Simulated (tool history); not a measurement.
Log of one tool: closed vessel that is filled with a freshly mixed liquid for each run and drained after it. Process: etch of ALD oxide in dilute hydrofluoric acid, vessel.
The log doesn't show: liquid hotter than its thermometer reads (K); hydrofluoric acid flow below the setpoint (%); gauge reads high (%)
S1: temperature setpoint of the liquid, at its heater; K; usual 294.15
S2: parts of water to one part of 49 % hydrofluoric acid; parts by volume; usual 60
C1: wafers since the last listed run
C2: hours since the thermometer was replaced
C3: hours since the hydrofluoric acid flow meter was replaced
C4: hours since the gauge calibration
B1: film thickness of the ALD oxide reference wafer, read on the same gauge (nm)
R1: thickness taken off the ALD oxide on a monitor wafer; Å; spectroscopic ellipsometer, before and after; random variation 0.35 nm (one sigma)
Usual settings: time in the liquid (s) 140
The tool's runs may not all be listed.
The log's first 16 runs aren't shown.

run 17 hour=222.9 | S1=294.15 S2=60 time_in_the_liquid_(s)=140 | C1=1307 C2=437.9 C3=2060.0 C4=56.7 | B1=40.07 | R1=375.3
run 18 hour=236.3 | S1=291.15 S2=45 time_in_the_liquid_(s)=95 | C1=1123 C2=451.3 C3=2073.4 C4=70.1 | B1=39.96 | R1=307.4
run 19 hour=245.5 | S1=294.15 S2=60 time_in_the_liquid_(s)=140 | C1=771 C2=460.5 C3=2082.6 C4=79.3 | B1=40.02 | R1=376.2
run 20 hour=252.6 | S1=294.15 S2=35 time_in_the_liquid_(s)=175 | C1=595 C2=467.6 C3=2089.7 C4=86.4 | B1=39.98 | R1=826.9
run 21 hour=267.7 | S1=294.15 S2=60 time_in_the_liquid_(s)=220 | C1=1265 C2=482.7 C3=2104.8 C4=101.5 | B1=40.00 | R1=594.7
run 22 hour=274.3 | S1=290.15 S2=30 time_in_the_liquid_(s)=140 | C1=553 C2=489.3 C3=2111.4 C4=108.1 | B1=39.98 | R1=659.4
run 23 hour=285.7 | S1=294.15 S2=60 time_in_the_liquid_(s)=85 | C1=955 C2=500.7 C3=2122.8 C4=119.5 | B1=40.04 | R1=226.8
run 24 hour=313.0 | S1=298.65 S2=60 time_in_the_liquid_(s)=140 | C1=2288 C2=528.0 C3=2150.1 C4=146.8 | B1=40.00 | R1=461.4
run 25 hour=320.8 | S1=294.15 S2=60 time_in_the_liquid_(s)=220 | C1=653 C2=535.8 C3=2157.9 C4=154.6 | B1=40.07 | R1=612.2
-- hour=322.7 hydrofluoric acid flow meter replaced
-- hour=329.7 thermometer replaced
run 26 hour=334.2 | S1=296.15 S2=60 time_in_the_liquid_(s)=140 | C1=955 C2=4.5 C3=11.5 C4=168.0 | B1=40.03 | R1=386.8
run 27 hour=352.1 | S1=294.15 S2=60 time_in_the_liquid_(s)=140 | C1=1500 C2=22.4 C3=29.4 C4=185.9 | B1=39.96 | R1=359.0
run 28 hour=365.7 | S1=294.15 S2=60 time_in_the_liquid_(s)=140 | C1=1140 C2=36.0 C3=43.0 C4=199.5 | B1=40.00 | R1=362.4
run 29 hour=378.7 | S1=294.15 S2=60 time_in_the_liquid_(s)=140 | C1=1089 C2=49.0 C3=56.0 C4=212.5 | B1=39.94 | R1=355.2
run 30 hour=392.6 | S1=297.15 S2=60 time_in_the_liquid_(s)=220 | C1=1165 C2=62.9 C3=69.9 C4=226.4 | B1=40.03 | R1=650.2
run 31 hour=399.0 | S1=298.15 S2=60 time_in_the_liquid_(s)=140 | C1=536 C2=69.3 C3=76.3 C4=232.8 | B1=40.05 | R1=420.6
run 32 hour=411.9 | S1=294.15 S2=75 time_in_the_liquid_(s)=165 | C1=1081 C2=82.2 C3=89.2 C4=245.7 | B1=39.99 | R1=334.4
run 33 hour=419.2 | S1=291.65 S2=75 time_in_the_liquid_(s)=175 | C1=612 C2=89.5 C3=96.5 C4=253.0 | B1=40.02 | R1=317.2
run 34 hour=440.0 | S1=294.15 S2=60 time_in_the_liquid_(s)=140 | C1=1743 C2=110.3 C3=117.3 C4=273.8 | B1=40.02 | R1=359.4
run 35 hour=453.9 | S1=293.15 S2=45 time_in_the_liquid_(s)=140 | C1=1165 C2=124.2 C3=131.2 C4=287.7 | B1=39.99 | R1=482.1

3 ways to go on from here, each from the tool as it stands after run 35. What would each give?
run A hour=454.6 | S1=294.15 S2=60 time_in_the_liquid_(s)=140 | C1=58 C2=124.9 C3=131.9 C4=288.4 | B1=? | R1=?
run B hour=454.6 | S1=292.15 S2=85 time_in_the_liquid_(s)=215 | C1=58 C2=124.9 C3=131.9 C4=288.4 | B1=? | R1=?
run C hour=454.6 | S1=292.65 S2=40 time_in_the_liquid_(s)=105 | C1=58 C2=124.9 C3=131.9 C4=288.4 | B1=? | R1=?

run=A B1=39.98 R1=365.1
run=B B1=39.98 R1=353.6
run=C B1=39.98 R1=395.1
Without the tool's hidden state the same runs would have given:
run=A R1=355.6
run=B R1=344.4
run=C R1=384.6

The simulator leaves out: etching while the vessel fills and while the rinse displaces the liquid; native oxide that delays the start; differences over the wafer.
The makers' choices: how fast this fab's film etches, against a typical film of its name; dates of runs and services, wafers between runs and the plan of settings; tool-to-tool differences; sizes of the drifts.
